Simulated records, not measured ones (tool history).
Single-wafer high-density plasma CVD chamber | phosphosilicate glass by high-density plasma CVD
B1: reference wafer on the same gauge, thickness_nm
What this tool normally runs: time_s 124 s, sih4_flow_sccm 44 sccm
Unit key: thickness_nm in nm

{"run": 1, "hour": 0.0, "time_s": 106, "sih4_flow_sccm": 39, "B1": 623.204, "thickness_nm": 430.233}
{"run": 2, "hour": 35.1, "time_s": 106, "sih4_flow_sccm": 39, "B1": 623.648, "thickness_nm": 430.552}
{"run": 3, "hour": 59.5, "time_s": 106, "sih4_flow_sccm": 39, "B1": 623.418, "thickness_nm": 430.459}
{"run": 4, "hour": 90.6, "time_s": 109, "sih4_flow_sccm": 44, "B1": 623.614, "thickness_nm": 497.877}
{"run": 5, "hour": 106.8, "time_s": 109, "sih4_flow_sccm": 44, "B1": 622.532, "thickness_nm": 499.026}
{"run": 6, "hour": 129.5, "time_s": 106, "sih4_flow_sccm": 47, "B1": 623.168, "thickness_nm": 517.645}
{"run": 7, "hour": 156.2, "time_s": 106, "sih4_flow_sccm": 47, "B1": 623.521, "thickness_nm": 518.943}
{"run": 8, "hour": 175.7, "time_s": 106, "sih4_flow_sccm": 47, "B1": 623.037, "thickness_nm": 518.062}
{"run": 9, "hour": 201.2, "time_s": 114, "sih4_flow_sccm": 36, "B1": 622.731, "thickness_nm": 427.089}
{"run": 10, "hour": 227.7, "time_s": 124, "sih4_flow_sccm": 50, "B1": 622.776, "thickness_nm": 644.445}
{"run": 11, "hour": 254.3, "time_s": 133, "sih4_flow_sccm": 50, "B1": 622.607, "thickness_nm": 692.333}
{"run": 12, "hour": 280.5, "time_s": 145, "sih4_flow_sccm": 48, "B1": 623.214, "thickness_nm": 724.656}
{"run": 13, "hour": 292.9, "time_s": 135, "sih4_flow_sccm": 48, "B1": 623.046, "thickness_nm": 676.574}
{"run": 14, "hour": 310.6, "time_s": 105, "sih4_flow_sccm": 44, "B1": 622.483, "thickness_nm": 480.119}
{"run": 15, "hour": 339.9, "time_s": 124, "sih4_flow_sccm": 52, "B1": 623.033, "thickness_nm": 670.074}
{"run": 16, "hour": 359.0, "time_s": 114, "sih4_flow_sccm": 36, "B1": 622.706, "thickness_nm": 425.706}

Put back what was entered between runs (2 entries, withheld): which listed runs does each sit between, and how does the hidden state differ from the listed run before to the listed run after?
After run 8, before run 9: gauge calibrated (hour 196.0)
  nothing in the hidden state changes from one run to the other
After run 10, before run 11: silane flow controller replaced (hour 241.0)
  nothing in the hidden state changes from one run to the other

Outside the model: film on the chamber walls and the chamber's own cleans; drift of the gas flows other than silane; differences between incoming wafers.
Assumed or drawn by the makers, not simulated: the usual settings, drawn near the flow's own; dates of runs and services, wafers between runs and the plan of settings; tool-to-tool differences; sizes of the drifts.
